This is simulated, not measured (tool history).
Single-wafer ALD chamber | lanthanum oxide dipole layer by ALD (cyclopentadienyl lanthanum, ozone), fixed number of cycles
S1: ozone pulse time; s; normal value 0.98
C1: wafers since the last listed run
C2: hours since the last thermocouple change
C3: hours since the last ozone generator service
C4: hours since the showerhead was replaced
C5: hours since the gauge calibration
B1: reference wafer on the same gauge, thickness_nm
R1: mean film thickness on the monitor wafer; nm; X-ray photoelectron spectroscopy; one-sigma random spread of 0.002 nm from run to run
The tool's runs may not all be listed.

| run | hour | S1 | C1 | C2 | C3 | C4 | C5 | B1 | R1 |
|---|---|---|---|---|---|---|---|---|---|
| 1 | 0.0 | 0.98 | 0 | 481.5 | 1113.1 | 3032.1 | 599.2 | 0.434 | 0.481 |
| 2 | 92.3 | 0.98 | 2212 | 573.8 | 1205.4 | 3124.4 | 691.5 | 0.434 | 0.477 |
| 3 | 154.0 | 0.98 | 1478 | 635.5 | 1267.1 | 3186.1 | 753.2 | 0.434 | 0.477 |
| 4 | 241.4 | 1.15 | 2094 | 722.9 | 1354.5 | 3273.5 | 840.6 | 0.434 | 0.506 |
| 5 | 334.4 | 1.15 | 2229 | 815.9 | 1447.5 | 3366.5 | 933.6 | 0.435 | 0.502 |
| 6 | 398.1 | 1.17 | 1526 | 879.6 | 1511.2 | 3430.2 | 997.3 | 0.434 | 0.503 |
| 7 | 503.7 | 1.17 | 2531 | 985.2 | 1616.8 | 3535.8 | 1102.9 | 0.434 | 0.508 |
| 8 | 546.2 | 1.22 | 1018 | 1027.7 | 1659.3 | 3578.3 | 1145.4 | 0.434 | 0.508 |
| 9 | 608.9 | 0.98 | 1502 | 1090.4 | 1722.0 | 3641.0 | 1208.1 | 0.434 | 0.473 |
| 10 | 665.1 | 0.98 | 1347 | 1146.6 | 1778.2 | 3697.2 | 1264.3 | 0.434 | 0.477 |
| 11 | 767.6 | 0.98 | 2456 | 1249.1 | 1880.7 | 3799.7 | 1366.8 | 0.434 | 0.477 |
|  | 825.8 | ozone generator serviced |
| 12 | 857.7 | 0.98 | 1967 | 1339.2 | 31.9 | 3889.8 | 1456.9 | 0.434 | 0.497 |
| 13 | 938.5 | 0.98 | 1936 | 1420.0 | 112.7 | 3970.6 | 1537.7 | 0.434 | 0.496 |
| 14 | 1028.7 | 1.16 | 2162 | 1510.2 | 202.9 | 4060.8 | 1627.9 | 0.434 | 0.515 |
| 15 | 1107.2 | 0.68 | 1881 | 1588.7 | 281.4 | 4139.3 | 1706.4 | 0.434 | 0.425 |
| 16 | 1343.2 | 0.78 | 5656 | 1824.7 | 517.4 | 4375.3 | 1942.4 | 0.434 | 0.442 |
|  | 1354.0 | showerhead replaced |
| 17 | 1396.2 | 1.26 | 1078 | 1877.7 | 570.4 | 42.2 | 1995.4 | 0.434 | 0.519 |
|  | 1428.1 | gauge calibrated |
| 18 | 1468.4 | 0.61 | 1730 | 1949.9 | 642.6 | 114.4 | 40.3 | 0.434 | 0.396 |
|  | 1505.2 | thermocouple changed; heater temperature recalibrated |
| 19 | 1507.9 | 1.27 | 755 | 2.7 | 682.1 | 153.9 | 79.8 | 0.434 | 0.518 |
| 20 | 1574.1 | 1.23 | 1586 | 68.9 | 748.3 | 220.1 | 146.0 | 0.434 | 0.516 |
| 21 | 1665.3 | 1.11 | 2186 | 160.1 | 839.5 | 311.3 | 237.2 | 0.434 | 0.498 |
| 22 | 1738.1 | 0.98 | 1745 | 232.9 | 912.3 | 384.1 | 310.0 | 0.434 | 0.479 |
| 23 | 1837.6 | 0.98 | 2385 | 332.4 | 1011.8 | 483.6 | 409.5 | 0.434 | 0.477 |
| 24 | 1945.5 | 1.10 | 2586 | 440.3 | 1119.7 | 591.5 | 517.4 | 0.434 | 0.498 |
| 25 | 2018.7 | 0.87 | 1754 | 513.5 | 1192.9 | 664.7 | 590.6 | 0.434 | 0.450 |
| 26 | 2115.8 | 1.28 | 2327 | 610.6 | 1290.0 | 761.8 | 687.7 | 0.434 | 0.515 |

Difference, measured minus no-hidden-state, one row per run. Run-to-run variation is common to both terms; the gauge's own scatter need not be:
Hidden state present: wafer temperature above the value expected at the setpoint (K); ozone dose above that of a generator just serviced (%); gauge reads high (%).
| run | R1 |
|---|---|
| 1 | -0.022 |
| 2 | -0.023 |
| 3 | -0.023 |
| 4 | -0.020 |
| 5 | -0.021 |
| 6 | -0.021 |
| 7 | -0.021 |
| 8 | -0.021 |
| 9 | -0.025 |
| 10 | -0.026 |
| 11 | -0.027 |
| 12 | -0.006 |
| 13 | -0.008 |
| 14 | -0.010 |
| 15 | -0.016 |
| 16 | -0.022 |
| 17 | -0.016 |
| 18 | -0.026 |
| 19 | -0.017 |
| 20 | -0.019 |
| 21 | -0.021 |
| 22 | -0.025 |
| 23 | -0.026 |
| 24 | -0.025 |
| 25 | -0.030 |
| 26 | -0.022 |
